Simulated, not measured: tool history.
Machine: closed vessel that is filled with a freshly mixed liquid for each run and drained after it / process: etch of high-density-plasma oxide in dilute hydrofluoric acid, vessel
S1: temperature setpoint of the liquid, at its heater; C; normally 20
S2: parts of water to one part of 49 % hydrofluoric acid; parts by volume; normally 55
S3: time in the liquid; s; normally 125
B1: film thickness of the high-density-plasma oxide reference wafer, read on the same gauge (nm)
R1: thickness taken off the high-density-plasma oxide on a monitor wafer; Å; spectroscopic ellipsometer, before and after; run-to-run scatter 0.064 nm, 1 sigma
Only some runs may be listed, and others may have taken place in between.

Run 1, day 0: usual settings; B1 149.99. Result: R1 102 Å.
Run 2, day 2.533: usual settings; B1 149.98. Result: R1 100.5 Å.
Run 3, day 4.412: usual settings; B1 150.02. Result: R1 99.7 Å.
Run 4, day 8.054: usual settings but S3 155 s; B1 150. Result: R1 126.4 Å.
Run 5, day 11.638: usual settings but S3 155 s; B1 149.99. Result: R1 123.4 Å.
Run 6, day 15.562: usual settings but S3 155 s; B1 150. Result: R1 123.5 Å.
Run 7, day 18.129: usual settings; B1 150.02. Result: R1 100.1 Å.
Run 8, day 20.504: usual settings but S3 155 s; B1 150. Result: R1 123.8 Å.
At day 22.008: thermometer replaced.
Run 9, day 23.208: usual settings but S1 17.5 C; B1 149.99. Result: R1 99.5 Å.
At day 24.529: gauge calibrated.
At day 28.05: hydrofluoric acid flow meter replaced.
Run 10, day 35.033: usual settings but S2 45 parts by volume; B1 150.01. Result: R1 135.2 Å.
Run 11, day 36.65: usual settings but S1 17.5 C, S2 45 parts by volume; B1 150.01. Result: R1 121.1 Å.
Run 12, day 41.008: usual settings but S1 17 C, S2 30 parts by volume; B1 150.01. Result: R1 179.7 Å.
Run 13, day 43.958: usual settings but S2 75 parts by volume, S3 90 s; B1 150.03. Result: R1 56.2 Å.
Run 14, day 45.704: usual settings but S1 17 C, S2 25 parts by volume, S3 200 s; B1 150.01. Result: R1 347.7 Å.

Consider 4 possible next runs. They are alternatives, not a sequence: every one starts from the tool as it was left by run 14. What does each give?
Run A, day 45.733: usual settings; B1 ?. Result: R1 ?.
Run B, day 45.733: usual settings but S3 70 s; B1 ?. Result: R1 ?.
Run C, day 45.733: usual settings but S1 17 C, S2 45 parts by volume, S3 100 s; B1 ?. Result: R1 ?.
Run D, day 45.733: usual settings but S1 21.5 C; B1 ?. Result: R1 ?.

run      B1     R1
  A  150.01  107.8
  B  150.01   60.3
  C  150.01   93.6
  D  150.01  114.8
Without the tool's unlogged condition, the same runs would have read:
run     R1
  A  112.3
  B   62.9
  C   97.6
  D  119.6
